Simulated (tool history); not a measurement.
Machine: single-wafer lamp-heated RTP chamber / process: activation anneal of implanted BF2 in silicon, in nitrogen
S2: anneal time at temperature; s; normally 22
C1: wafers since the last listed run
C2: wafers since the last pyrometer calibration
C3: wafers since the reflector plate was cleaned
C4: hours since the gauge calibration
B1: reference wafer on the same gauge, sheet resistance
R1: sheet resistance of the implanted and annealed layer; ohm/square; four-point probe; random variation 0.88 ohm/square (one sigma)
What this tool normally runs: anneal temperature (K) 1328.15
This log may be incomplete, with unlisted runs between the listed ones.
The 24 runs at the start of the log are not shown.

run 25 hour=583.6 | anneal_temperature_(K)=1353.15 S2=27 | C1=294 C2=2318 C3=2700 C4=310.1 | B1=228.61 | R1=181.53
run 26 hour=604.4 | anneal_temperature_(K)=1306.15 S2=13 | C1=234 C2=2553 C3=2935 C4=330.9 | B1=228.89 | R1=210.80
run 27 hour=633.1 | anneal_temperature_(K)=1303.15 S2=31 | C1=324 C2=2877 C3=3259 C4=359.6 | B1=228.95 | R1=197.98
run 28 hour=665.4 | anneal_temperature_(K)=1298.15 S2=32 | C1=364 C2=3242 C3=3624 C4=391.9 | B1=228.50 | R1=201.78
run 29 hour=698.7 | anneal_temperature_(K)=1328.15 S2=22 | C1=376 C2=3618 C3=4000 C4=425.2 | B1=228.53 | R1=193.50
run 30 hour=724.2 | anneal_temperature_(K)=1319.15 S2=29 | C1=288 C2=3907 C3=4288 C4=450.7 | B1=229.19 | R1=191.21
run 31 hour=751.6 | anneal_temperature_(K)=1337.15 S2=26 | C1=309 C2=4216 C3=4598 C4=478.1 | B1=228.66 | R1=188.31
run 32 hour=774.6 | anneal_temperature_(K)=1328.15 S2=22 | C1=259 C2=4476 C3=4858 C4=501.1 | B1=229.34 | R1=193.81

The next listed run, before its measurement:
run 33 hour=787.1 | anneal_temperature_(K)=1328.15 S2=22 | C1=141 C2=4617 C3=4999 C4=513.6 | B1=? | R1=?

{"run 33": {"B1": 228.93, "R1": 192.5}}
Minus the tool's unlogged condition, the same run would have read R1 195.62 ohm/square.
